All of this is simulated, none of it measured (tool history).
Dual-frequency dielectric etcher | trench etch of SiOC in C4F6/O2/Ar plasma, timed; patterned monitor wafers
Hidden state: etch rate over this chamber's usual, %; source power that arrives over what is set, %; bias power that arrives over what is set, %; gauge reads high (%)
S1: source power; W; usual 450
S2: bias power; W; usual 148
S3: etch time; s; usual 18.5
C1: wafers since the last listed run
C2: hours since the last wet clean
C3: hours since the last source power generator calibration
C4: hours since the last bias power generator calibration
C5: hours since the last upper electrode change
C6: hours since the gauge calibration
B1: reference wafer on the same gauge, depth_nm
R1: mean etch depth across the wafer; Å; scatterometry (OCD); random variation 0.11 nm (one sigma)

run,hour,S1,S2,S3,C1,C2,C3,C4,C5,C6,B1,R1
1,0.0,450,148,18.5,0,505.1,2820.3,1523.2,2142.0,1999.2,42.40,409.7
# hour 37.3: gauge calibrated
2,91.9,450,148,18.5,727,597.0,2912.2,1615.1,2233.9,54.6,42.40,410.5
# hour 146.5: wet clean of the chamber
3,167.4,450,148,18.5,407,20.9,2987.7,1690.6,2309.4,130.1,42.39,412.5
4,237.3,450,156,21.0,553,90.8,3057.6,1760.5,2379.3,200.0,42.40,471.5
5,343.3,450,156,21.0,838,196.8,3163.6,1866.5,2485.3,306.0,42.41,471.7
6,399.6,410,148,18.5,445,253.1,3219.9,1922.8,2541.6,362.3,42.40,398.9
7,454.7,380,148,18.5,436,308.2,3275.0,1977.9,2596.7,417.4,42.41,387.1
8,509.9,450,170,20.0,436,363.4,3330.2,2033.1,2651.9,472.6,42.41,459.6
9,569.4,450,148,18.5,470,422.9,3389.7,2092.6,2711.4,532.1,42.41,412.1
10,664.2,400,148,14.0,750,517.7,3484.5,2187.4,2806.2,626.9,42.38,299.9
# hour 671.0: bias power generator calibrated
# hour 730.8: source power generator calibrated
# hour 747.7: wet clean of the chamber
11,748.2,510,148,18.5,467,0.5,17.4,77.2,2890.2,710.9,42.37,422.1
12,833.7,530,119,13.0,676,86.0,102.9,162.7,2975.7,796.4,42.40,284.9
13,881.6,450,148,18.5,379,133.9,150.8,210.6,3023.6,844.3,42.41,403.5
14,925.1,350,169,18.5,344,177.4,194.3,254.1,3067.1,887.8,42.41,386.9
# hour 1034.7: upper electrode replaced
15,1035.2,490,159,13.5,681,287.5,304.4,364.2,0.5,997.9,42.40,308.8
16,1068.3,450,131,22.0,261,320.6,337.5,397.3,33.6,1031.0,42.39,467.5
17,1110.2,450,184,23.0,331,362.5,379.4,439.2,75.5,1072.9,42.38,536.6
18,1210.8,450,148,18.5,796,463.1,480.0,539.8,176.1,1173.5,42.38,405.3
19,1277.6,450,112,15.0,528,529.9,546.8,606.6,242.9,1240.3,42.39,305.4
# hour 1337.3: wet clean of the chamber
20,1347.2,490,127,18.5,360,9.9,616.4,676.2,312.5,1309.9,42.41,401.2
21,1550.3,510,148,21.5,1607,213.0,819.5,879.3,515.6,1513.0,42.40,490.0
22,1618.3,450,148,18.5,538,281.0,887.5,947.3,583.6,1581.0,42.39,404.2
23,1665.9,560,181,15.5,376,328.6,935.1,994.9,631.2,1628.6,42.40,384.6
24,1752.3,530,119,13.0,683,415.0,1021.5,1081.3,717.6,1715.0,42.40,283.8
25,1812.3,530,119,13.0,474,475.0,1081.5,1141.3,777.6,1775.0,42.41,285.8
26,1870.4,500,172,13.5,459,533.1,1139.6,1199.4,835.7,1833.1,42.41,319.1
# hour 1904.0: gauge calibrated
# hour 1919.7: wet clean of the chamber
27,1939.5,540,177,18.5,356,19.8,1208.7,1268.5,904.8,35.5,42.41,452.5
28,2040.0,370,178,18.5,795,120.3,1309.2,1369.0,1005.3,136.0,42.41,401.6

The same runs without the tool's hidden state, with the same run-to-run variation:
run,R1
1,404.7
2,405.3
3,407.2
4,465.4
5,465.4
6,393.5
7,381.7
8,453.2
9,406.2
10,295.5
11,423.1
12,285.5
13,404.2
14,387.5
15,309.2
16,468.0
17,537.1
18,405.5
19,305.5
20,401.2
21,489.7
22,403.8
23,384.2
24,283.3
25,285.3
26,318.5
27,451.5
28,400.6

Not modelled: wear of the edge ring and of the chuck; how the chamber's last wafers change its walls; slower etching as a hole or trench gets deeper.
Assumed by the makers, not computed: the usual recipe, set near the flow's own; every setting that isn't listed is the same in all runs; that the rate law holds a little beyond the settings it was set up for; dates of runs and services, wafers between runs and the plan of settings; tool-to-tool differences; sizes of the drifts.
